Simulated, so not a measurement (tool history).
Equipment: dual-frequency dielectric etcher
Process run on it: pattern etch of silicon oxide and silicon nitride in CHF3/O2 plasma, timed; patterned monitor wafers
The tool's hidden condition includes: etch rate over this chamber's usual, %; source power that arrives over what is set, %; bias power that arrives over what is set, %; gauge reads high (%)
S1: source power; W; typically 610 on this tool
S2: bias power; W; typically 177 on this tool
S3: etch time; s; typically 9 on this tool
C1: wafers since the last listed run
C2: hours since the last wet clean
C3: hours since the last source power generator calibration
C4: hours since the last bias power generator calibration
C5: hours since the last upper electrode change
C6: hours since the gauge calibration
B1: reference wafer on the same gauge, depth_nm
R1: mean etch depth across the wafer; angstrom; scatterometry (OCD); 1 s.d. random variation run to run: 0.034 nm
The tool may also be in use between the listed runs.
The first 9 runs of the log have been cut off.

run	day	S1	S2	S3	C1	C2	C3	C4	C5	C6	B1	R1
10	9.596	610	177	9	325	455.3	4035.6	2715.3	62	321.2	11.61	147.2
# day 9.808: bias power generator calibrated
# day 11.004: wet clean of the chamber
11	11.025	610	177	9	107	0.5	4069.9	29.2	96.3	355.5	11.59	144.7
12	11.708	610	177	9	279	16.9	4086.3	45.6	112.7	371.9	11.58	144.3
13	12.462	610	133	9	308	35	4104.4	63.7	130.8	390	11.61	135.1
# day 13.762: source power generator calibrated
14	13.783	650	144	10.5	471	66.7	0.5	95.4	162.5	421.7	11.61	167.6
15	14.762	610	177	9	400	90.2	24	118.9	186	445.2	11.6	145.3
16	15.396	610	177	8	258	105.4	39.2	134.1	201.2	460.4	11.6	129.2
17	16.571	610	177	9	480	133.6	67.4	162.3	229.4	488.6	11.61	144.9
18	17.483	610	177	9	372	155.5	89.3	184.2	251.3	510.5	11.6	145.4
19	20.117	610	177	7.5	1075	218.7	152.5	247.4	314.5	573.7	11.59	121.8
20	21.233	730	177	10.5	456	245.5	179.3	274.2	341.3	600.5	11.59	189.3
21	22.596	550	177	9	556	278.2	212	306.9	374	633.2	11.6	137.2
22	23.342	610	177	9	304	296.1	229.9	324.8	391.9	651.1	11.61	146.2
# day 24.05: gauge calibrated
23	24.371	680	177	7.5	420	320.8	254.6	349.5	416.6	7.7	11.6	130.1
24	25.612	610	149	8	507	350.6	284.4	379.3	446.4	37.5	11.6	125.2
25	26.804	610	210	9	486	379.2	313	407.9	475	66.1	11.6	153.8
26	28.246	550	177	9	589	413.8	347.6	442.5	509.6	100.7	11.61	137.8
27	29.242	740	145	9	406	437.7	371.5	466.4	533.5	124.6	11.6	157.2
28	30.088	660	177	7.5	345	458	391.8	486.7	553.8	144.9	11.61	129
# day 31.212: wet clean of the chamber
29	31.233	550	206	11	59	0.5	419.3	514.2	581.3	172.4	11.61	172.3
30	31.617	710	188	9	156	9.7	428.5	523.4	590.5	181.6	11.59	160.5

4 options for the next run, each taken on its own from the tool as it stands now. Forecast them:
A	31.633	610	145	9	6	10.1	428.9	523.8	590.9	182	?	?
B	31.633	610	209	9	6	10.1	428.9	523.8	590.9	182	?	?
C	31.633	740	219	11	6	10.1	428.9	523.8	590.9	182	?	?
D	31.633	520	158	8	6	10.1	428.9	523.8	590.9	182	?	?

run	B1	R1
A	11.58	138.1
B	11.58	151.5
C	11.58	209.3
D	11.58	113.2
The same runs, with their run-to-run variation unchanged, on a tool lacking any hidden condition would have given:
run	R1
A	137.5
B	150.8
C	208.4
D	112.8
